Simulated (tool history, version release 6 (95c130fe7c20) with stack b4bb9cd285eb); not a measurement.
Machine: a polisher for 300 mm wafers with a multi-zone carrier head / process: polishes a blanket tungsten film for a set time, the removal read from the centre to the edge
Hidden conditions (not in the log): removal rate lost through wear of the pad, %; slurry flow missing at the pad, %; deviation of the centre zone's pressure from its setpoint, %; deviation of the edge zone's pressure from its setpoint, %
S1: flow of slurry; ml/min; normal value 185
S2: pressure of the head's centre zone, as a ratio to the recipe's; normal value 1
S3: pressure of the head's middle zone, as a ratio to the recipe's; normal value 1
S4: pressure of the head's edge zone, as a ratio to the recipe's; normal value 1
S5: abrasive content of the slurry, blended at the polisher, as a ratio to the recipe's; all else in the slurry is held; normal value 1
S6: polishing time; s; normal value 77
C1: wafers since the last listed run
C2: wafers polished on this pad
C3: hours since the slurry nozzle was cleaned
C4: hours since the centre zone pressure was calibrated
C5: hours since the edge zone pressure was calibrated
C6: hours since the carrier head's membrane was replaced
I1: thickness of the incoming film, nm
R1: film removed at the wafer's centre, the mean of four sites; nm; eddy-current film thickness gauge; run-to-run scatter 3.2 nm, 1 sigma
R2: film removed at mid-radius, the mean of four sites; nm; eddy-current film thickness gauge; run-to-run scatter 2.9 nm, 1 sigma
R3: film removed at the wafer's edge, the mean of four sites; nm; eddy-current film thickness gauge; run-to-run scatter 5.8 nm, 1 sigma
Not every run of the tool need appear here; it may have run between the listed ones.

run 1 day=0 | S1=185 S2=1 S3=1 S4=1 S5=1 S6=77 | C1=0 C2=12 C3=320 C4=870.8 C5=625.5 C6=341.8 | I1=1494.2 | R1=451.9 R2=448.2 R3=443.1
run 2 day=0.558 | S1=185 S2=1 S3=1 S4=1 S5=1 S6=77 | C1=177 C2=190 C3=333.4 C4=884.2 C5=638.9 C6=355.2 | I1=1516.8 | R1=445.8 R2=445.5 R3=448
run 3 day=1.071 | S1=185 S2=1 S3=1 S4=1 S5=1 S6=77 | C1=163 C2=353 C3=345.7 C4=896.5 C5=651.2 C6=367.5 | I1=1506 | R1=442.3 R2=433.4 R3=442.6
-- day=2.371 worn pad replaced by a new one
run 4 day=3.204 | S1=185 S2=1 S3=1 S4=1.04 S5=1.2 S6=77 | C1=625 C2=265 C3=396.9 C4=947.7 C5=702.4 C6=418.7 | I1=1517.4 | R1=457.9 R2=452.5 R3=473
run 5 day=3.621 | S1=185 S2=1 S3=1 S4=1 S5=1 S6=77 | C1=132 C2=398 C3=406.9 C4=957.7 C5=712.4 C6=428.7 | I1=1490.4 | R1=435.1 R2=434.6 R3=437.6
-- day=4.312 worn pad replaced by a new one
run 6 day=4.333 | S1=185 S2=1 S3=1 S4=1 S5=1 S6=77 | C1=173 C2=7 C3=424 C4=974.8 C5=729.5 C6=445.8 | I1=1485.3 | R1=443.7 R2=442.6 R3=447.5
run 7 day=5.025 | S1=185 S2=1 S3=1 S4=1 S5=1 S6=77 | C1=220 C2=227 C3=440.6 C4=991.4 C5=746.1 C6=462.4 | I1=1514.1 | R1=444.6 R2=443.1 R3=433
-- day=5.254 centre zone pressure recalibrated
run 8 day=5.704 | S1=230 S2=1 S3=1 S4=1 S5=1 S6=77 | C1=189 C2=416 C3=456.9 C4=10.8 C5=762.4 C6=478.7 | I1=1498.7 | R1=459.7 R2=450.6 R3=445.2
-- day=6.188 worn pad replaced by a new one
run 9 day=6.238 | S1=230 S2=1 S3=1 S4=1 S5=1 S6=77 | C1=116 C2=15 C3=469.7 C4=23.6 C5=775.2 C6=491.5 | I1=1511.7 | R1=463.2 R2=463.3 R3=471.9
run 10 day=6.717 | S1=185 S2=1 S3=1 S4=1 S5=1 S6=77 | C1=152 C2=168 C3=481.2 C4=35.1 C5=786.7 C6=503 | I1=1523.6 | R1=447.3 R2=445.9 R3=457
-- day=7.121 edge zone pressure recalibrated
run 11 day=7.142 | S1=215 S2=1 S3=1 S4=1.1 S5=0.8 S6=100 | C1=108 C2=276 C3=491.4 C4=45.3 C5=0.5 C6=513.2 | I1=1488.1 | R1=571.8 R2=559.1 R3=578.3
-- day=7.496 slurry nozzle cleaned
-- day=7.779 carrier head's membrane replaced by a new one
run 12 day=7.808 | S1=185 S2=1 S3=1.05 S4=1 S5=1 S6=77 | C1=132 C2=409 C3=7.5 C4=61.3 C5=16.5 C6=0.7 | I1=1505.8 | R1=434.8 R2=437 R3=440.9
-- day=8.15 worn pad replaced by a new one
run 13 day=8.171 | S1=185 S2=1 S3=1 S4=0.96 S5=1 S6=77 | C1=62 C2=6 C3=16.2 C4=70 C5=25.2 C6=9.4 | I1=1499.1 | R1=453.2 R2=452.4 R3=440.2
run 14 day=8.383 | S1=185 S2=1 S3=1 S4=1 S5=1 S6=96 | C1=67 C2=73 C3=21.3 C4=75.1 C5=30.3 C6=14.5 | I1=1467 | R1=560.3 R2=554.8 R3=556.2
run 15 day=8.725 | S1=185 S2=1 S3=1 S4=1 S5=1 S6=77 | C1=108 C2=182 C3=29.5 C4=83.3 C5=38.5 C6=22.7 | I1=1502.8 | R1=449.4 R2=448.1 R3=452.7
run 16 day=9.188 | S1=185 S2=1 S3=1 S4=1 S5=1 S6=77 | C1=147 C2=329 C3=40.6 C4=94.4 C5=49.6 C6=33.8 | I1=1515.5 | R1=445.5 R2=438.3 R3=456.6
run 17 day=9.675 | S1=185 S2=1 S3=1 S4=1 S5=1 S6=77 | C1=155 C2=484 C3=52.3 C4=106.1 C5=61.3 C6=45.5 | I1=1490.5 | R1=439.8 R2=435.5 R3=436.2
run 18 day=10.075 | S1=185 S2=1 S3=1 S4=0.94 S5=1.15 S6=77 | C1=127 C2=611 C3=61.9 C4=115.7 C5=70.9 C6=55.1 | I1=1511.3 | R1=445.5 R2=440.1 R3=427.3
-- day=10.612 worn pad replaced by a new one
run 19 day=10.742 | S1=125 S2=1 S3=1 S4=1 S5=1 S6=103 | C1=159 C2=40 C3=77.9 C4=131.7 C5=86.9 C6=71.1 | I1=1475.8 | R1=551.2 R2=544 R3=576.4

Below are 4 alternative next runs, each starting from the tool's condition after run 19. Predict each:
run A day=10.758 | S1=185 S2=1 S3=1 S4=1 S5=1 S6=77 | C1=5 C2=46 C3=78.3 C4=132.1 C5=87.3 C6=71.5 | I1=1511.7 | R1=? R2=? R3=?
run B day=10.758 | S1=185 S2=1 S3=1 S4=1.06 S5=0.8 S6=86 | C1=5 C2=46 C3=78.3 C4=132.1 C5=87.3 C6=71.5 | I1=1511.7 | R1=? R2=? R3=?
run C day=10.758 | S1=185 S2=1.07 S3=1 S4=1.05 S5=1 S6=77 | C1=5 C2=46 C3=78.3 C4=132.1 C5=87.3 C6=71.5 | I1=1511.7 | R1=? R2=? R3=?
run D day=10.758 | S1=185 S2=1 S3=1 S4=1 S5=0.7 S6=77 | C1=5 C2=46 C3=78.3 C4=132.1 C5=87.3 C6=71.5 | I1=1511.7 | R1=? R2=? R3=?

run=A R1=452.9 R2=445.5 R3=453.3
run=B R1=486.2 R2=478.3 R3=500.8
run=C R1=484.8 R2=445.3 R3=464.3
run=D R1=425.7 R2=418.8 R3=426.1
With no hidden state in the tool, these same runs would have given:
run=A R1=454.8 R2=447.4 R3=455.3
run=B R1=488.2 R2=480.3 R3=502.9
run=C R1=486.9 R2=447.2 R3=466.2
run=D R1=427.5 R2=420.6 R3=427.9
